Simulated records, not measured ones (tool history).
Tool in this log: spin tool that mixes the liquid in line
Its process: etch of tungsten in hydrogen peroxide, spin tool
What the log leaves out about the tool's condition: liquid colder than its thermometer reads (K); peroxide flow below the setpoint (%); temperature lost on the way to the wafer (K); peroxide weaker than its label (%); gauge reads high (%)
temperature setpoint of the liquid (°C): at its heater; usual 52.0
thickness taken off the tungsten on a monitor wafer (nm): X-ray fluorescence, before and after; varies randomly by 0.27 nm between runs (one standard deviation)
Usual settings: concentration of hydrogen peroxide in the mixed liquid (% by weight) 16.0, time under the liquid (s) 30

| run | day | temperature setpoint of the liquid (°C) | concentration of hydrogen peroxide in the mixed liquid (% by weight) | time under the liquid (s) | wafers since the last listed run | hours since the thermometer was replaced | hours since the peroxide flow meter was replaced | hours since the heated supply line was repaired | hours since the drum of peroxide was connected | hours since the gauge calibration | read-back film thickness of the tungsten reference wafer, read on the same gauge (nm) | thickness taken off the tungsten on a monitor wafer (nm) |
|---|---|---|---|---|---|---|---|---|---|---|---|---|
| 1 | 0.000 | 52.0 | 16.0 | 30 | 0 | 1081.5 | 2265.8 | 3124.4 | 271.7 | 248.7 | 49.09 | 57.59 |
| 2 | 1.233 | 52.0 | 16.0 | 30 | 299 | 1111.1 | 2295.4 | 3154.0 | 301.3 | 278.3 | 49.09 | 57.16 |
| 3 | 2.396 | 52.0 | 16.0 | 30 | 282 | 1139.0 | 2323.3 | 3181.9 | 329.2 | 306.2 | 49.06 | 57.04 |
| 4 | 4.079 | 52.0 | 16.0 | 30 | 408 | 1179.4 | 2363.7 | 3222.3 | 369.6 | 346.6 | 49.04 | 56.89 |
| 5 | 5.425 | 52.0 | 16.0 | 30 | 326 | 1211.7 | 2396.0 | 3254.6 | 401.9 | 378.9 | 49.00 | 57.20 |
| 6 | 5.967 | 52.0 | 16.0 | 30 | 131 | 1224.7 | 2409.0 | 3267.6 | 414.9 | 391.9 | 49.02 | 56.97 |
| 7 | 6.904 | 55.5 | 16.0 | 30 | 227 | 1247.2 | 2431.5 | 3290.1 | 437.4 | 414.4 | 49.01 | 70.73 |
|  | 7.433 | gauge calibrated |
| 8 | 7.496 | 55.5 | 16.0 | 30 | 143 | 1261.4 | 2445.7 | 3304.3 | 451.6 | 1.5 | 49.79 | 71.61 |
|  | 8.133 | new drum of peroxide connected |
|  | 8.146 | thermometer replaced |
| 9 | 8.525 | 55.5 | 16.0 | 30 | 236 | 9.1 | 2470.4 | 3329.0 | 9.4 | 26.2 | 49.65 | 70.81 |
| 10 | 10.025 | 56.5 | 16.0 | 30 | 364 | 45.1 | 2506.4 | 3365.0 | 45.4 | 62.2 | 49.49 | 75.23 |
| 11 | 10.867 | 56.5 | 16.0 | 30 | 204 | 65.3 | 2526.6 | 3385.2 | 65.6 | 82.4 | 49.40 | 74.85 |
| 12 | 11.967 | 45.0 | 19.0 | 15 | 266 | 91.7 | 2553.0 | 3411.6 | 92.0 | 108.8 | 49.31 | 20.15 |
| 13 | 13.421 | 52.0 | 16.0 | 30 | 352 | 126.6 | 2587.9 | 3446.5 | 126.9 | 143.7 | 49.23 | 57.43 |
| 14 | 14.267 | 45.0 | 14.0 | 15 | 205 | 146.9 | 2608.2 | 3466.8 | 147.2 | 164.0 | 49.21 | 17.29 |
|  | 14.621 | peroxide flow meter replaced |
| 15 | 15.542 | 42.5 | 16.0 | 20 | 299 | 177.5 | 22.1 | 3497.4 | 177.8 | 194.6 | 49.16 | 21.18 |
| 16 | 16.750 | 52.0 | 14.5 | 30 | 293 | 206.5 | 51.1 | 3526.4 | 206.8 | 223.6 | 49.12 | 54.82 |
|  | 16.892 | heated supply line repaired |
| 17 | 17.717 | 52.0 | 16.0 | 30 | 224 | 229.7 | 74.3 | 19.8 | 230.0 | 246.8 | 49.08 | 57.68 |
| 18 | 18.658 | 52.0 | 16.0 | 30 | 228 | 252.3 | 96.9 | 42.4 | 252.6 | 269.4 | 49.08 | 57.20 |
| 19 | 20.012 | 57.0 | 16.0 | 35 | 328 | 284.8 | 129.4 | 74.9 | 285.1 | 301.9 | 49.05 | 89.55 |
| 20 | 21.233 | 44.5 | 20.5 | 25 | 296 | 314.1 | 158.7 | 104.2 | 314.4 | 331.2 | 49.02 | 33.91 |
| 21 | 22.588 | 52.0 | 16.0 | 20 | 328 | 346.6 | 191.2 | 136.7 | 346.9 | 363.7 | 49.01 | 38.26 |
| 22 | 23.125 | 45.5 | 16.0 | 30 | 130 | 359.5 | 204.1 | 149.6 | 359.8 | 376.6 | 49.03 | 38.20 |
| 23 | 23.758 | 55.5 | 12.0 | 35 | 153 | 374.7 | 219.3 | 164.8 | 375.0 | 391.8 | 49.00 | 71.14 |
|  | 24.454 | new drum of peroxide connected |
| 24 | 25.096 | 56.0 | 16.0 | 30 | 314 | 406.8 | 251.4 | 196.9 | 15.4 | 423.9 | 48.99 | 72.30 |
|  | 25.446 | gauge calibrated |
| 25 | 25.667 | 52.0 | 18.0 | 45 | 138 | 420.5 | 265.1 | 210.6 | 29.1 | 5.3 | 50.04 | 92.28 |
| 26 | 27.062 | 55.5 | 20.5 | 15 | 338 | 454.0 | 298.6 | 244.1 | 62.6 | 38.8 | 49.87 | 40.58 |
| 27 | 28.558 | 52.0 | 16.0 | 30 | 363 | 489.9 | 334.5 | 280.0 | 98.5 | 74.7 | 49.72 | 57.81 |

What was the tool's hidden state at every run in the log?
liquid colder than its thermometer reads (K): 0, the same for each run
peroxide flow below the setpoint (%): 0, the same for each run
temperature lost on the way to the wafer (K): 0, the same for each run
peroxide weaker than its label (%): 0, the same for each run
H1: gauge reads high (%)
| run | H1 |
|---|---|
| 1 | -1.79 |
| 2 | -1.85 |
| 3 | -1.89 |
| 4 | -1.93 |
| 5 | -1.96 |
| 6 | -1.97 |
| 7 | -1.98 |
| 8 | -0.416 |
| 9 | -0.697 |
| 10 | -1.02 |
| 11 | -1.17 |
| 12 | -1.34 |
| 13 | -1.51 |
| 14 | -1.59 |
| 15 | -1.69 |
| 16 | -1.77 |
| 17 | -1.82 |
| 18 | -1.86 |
| 19 | -1.91 |
| 20 | -1.94 |
| 21 | -1.97 |
| 22 | -1.98 |
| 23 | -1.99 |
| 24 | -2.01 |
| 25 | 0.0592 |
| 26 | -0.3 |
| 27 | -0.598 |

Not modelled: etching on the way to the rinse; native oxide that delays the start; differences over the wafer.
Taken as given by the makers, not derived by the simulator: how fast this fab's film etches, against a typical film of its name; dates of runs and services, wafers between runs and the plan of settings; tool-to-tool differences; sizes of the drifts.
